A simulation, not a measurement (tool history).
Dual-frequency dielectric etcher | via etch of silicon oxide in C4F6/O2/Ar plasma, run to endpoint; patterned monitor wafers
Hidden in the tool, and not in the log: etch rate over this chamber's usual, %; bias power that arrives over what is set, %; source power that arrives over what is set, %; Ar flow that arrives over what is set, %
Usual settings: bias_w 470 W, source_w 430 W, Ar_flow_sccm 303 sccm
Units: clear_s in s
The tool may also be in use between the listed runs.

run,hour,bias_w,source_w,Ar_flow_sccm,wafers since the last listed run,hours since the last wet clean,hours since the last bias power generator calibration,hours since the last source power generator calibration,hours since the last Ar flow controller change,hours since the last upper electrode change,"incoming incoming film thickness, nm",clear_s
1,0.0,470,510,320,0,387.5,3378.1,1603.4,1955.9,4805.6,85.3,16.0
# hour 17.7: wet clean of the chamber
2,30.3,430,350,303,121,12.6,3408.4,1633.7,1986.2,4835.9,85.8,20.4
3,50.5,430,350,303,194,32.8,3428.6,1653.9,2006.4,4856.1,86.3,20.5
4,75.7,470,430,341,242,58.0,3453.8,1679.1,2031.6,4881.3,85.1,17.8
5,88.6,470,430,341,123,70.9,3466.7,1692.0,2044.5,4894.2,86.5,18.1
6,148.4,415,430,266,574,130.7,3526.5,1751.8,2104.3,4954.0,86.1,18.2
7,164.3,415,430,266,152,146.6,3542.4,1767.7,2120.2,4969.9,85.5,18.1
# hour 192.1: bias power generator calibrated
# hour 214.1: upper electrode replaced
8,214.6,415,430,266,233,196.9,22.5,1818.0,2170.5,0.5,84.8,17.7
# hour 222.9: Ar flow controller replaced
9,238.3,470,500,330,170,220.6,46.2,1841.7,15.4,24.2,85.5,16.5
# hour 273.6: source power generator calibrated
10,274.1,470,430,267,305,256.4,82.0,0.5,51.2,60.0,86.5,17.3
11,300.0,470,380,279,248,282.3,107.9,26.4,77.1,85.9,85.5,18.2
12,333.0,470,430,364,316,315.3,140.9,59.4,110.1,118.9,85.6,17.7
# hour 363.3: wet clean of the chamber
13,363.8,470,430,341,65,0.5,171.7,90.2,140.9,149.7,85.4,18.2
14,389.7,397,540,303,248,26.4,197.6,116.1,166.8,175.6,84.6,17.0
15,411.3,382,400,255,207,48.0,219.2,137.7,188.4,197.2,85.7,19.6
16,442.6,361,430,244,300,79.3,250.5,169.0,219.7,228.5,86.0,19.4
17,456.2,437,490,254,130,92.9,264.1,182.6,233.3,242.1,85.7,17.2
18,491.4,470,430,303,338,128.1,299.3,217.8,268.5,277.3,85.0,17.6

How the hidden state differs across the entries between the runs, from the last listed run before each to the first after it:
Between runs 1 and 2: wet clean of the chamber (hour 17.7)
  etch rate over this chamber's usual, %: 5.06 -> 1.13
  measured less the result without the state, clear_s: -0.8 -> -0.2 s
Between runs 7 and 8: bias power generator calibrated (hour 192.1); upper electrode replaced (hour 214.1)
  etch rate over this chamber's usual, %: 3.09 -> 3.82
  measured less the result without the state, clear_s: -0.6 -> -0.7 s
Between runs 8 and 9: Ar flow controller replaced (hour 222.9)
  etch rate over this chamber's usual, %: 3.82 -> 4.17
  measured less the result without the state, clear_s: -0.7 -> -0.7 s
Between runs 9 and 10: source power generator calibrated (hour 273.6)
  etch rate over this chamber's usual, %: 4.17 -> 4.69
  measured less the result without the state, clear_s: -0.7 -> -0.8 s
Between runs 12 and 13: wet clean of the chamber (hour 363.3)
  etch rate over this chamber's usual, %: 5.55 -> 0.0932
  measured less the result without the state, clear_s: -0.9 -> -0.1 s
